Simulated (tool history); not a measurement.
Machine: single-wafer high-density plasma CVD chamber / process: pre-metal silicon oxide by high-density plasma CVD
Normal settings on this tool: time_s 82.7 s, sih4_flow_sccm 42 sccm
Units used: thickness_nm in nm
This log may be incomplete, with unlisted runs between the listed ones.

run,day,time_s,sih4_flow_sccm,wafers since the last listed run,hours since the silane flow controller was replaced,hours since the gauge calibration,"read-back reference wafer on the same gauge, thickness_nm",thickness_nm
1,0.000,82.7,42,0,1822.5,253.8,312.986,349.510
# day 0.204: gauge calibrated
2,0.558,82.7,42,239,1835.9,8.5,312.984,349.978
3,1.133,82.7,42,246,1849.7,22.3,313.044,350.193
4,1.692,82.7,42,239,1863.1,35.7,313.037,350.147
5,2.300,82.7,42,261,1877.7,50.3,313.010,350.487
6,2.888,76.8,39,252,1891.8,64.4,312.954,302.492
7,3.158,76.8,39,116,1898.3,70.9,312.954,302.591
8,3.529,76.8,39,159,1907.2,79.8,312.840,304.009
9,4.200,82.7,42,287,1923.3,95.9,312.887,350.861
10,4.783,82.7,36,250,1937.3,109.9,312.984,301.880
11,5.112,82.7,36,141,1945.2,117.8,312.988,300.663
12,5.425,82.7,36,134,1952.7,125.3,312.940,300.271
13,5.754,82.7,42,141,1960.6,133.2,312.985,352.846
14,6.121,82.7,42,157,1969.4,142.0,312.987,352.933
15,6.779,82.7,42,282,1985.2,157.8,313.027,351.734
16,7.154,82.7,42,160,1994.2,166.8,313.081,353.173
17,7.888,82.7,42,314,2011.8,184.4,313.004,351.940
18,8.454,82.7,42,243,2025.4,198.0,313.141,352.595
19,9.000,82.7,42,234,2038.5,211.1,312.969,352.799

Run 20 has not been measured yet. What should we expect?
# day 9.504: silane flow controller replaced
20,9.583,82.7,47,107,1.9,225.1,?,?

Logged for run 20: read-back reference wafer on the same gauge, thickness_nm 313.056, thickness_nm 374.003 nm.
Were there no unlogged condition in the tool, this run, its random variation unchanged, would have produced thickness_nm 374.585 nm.
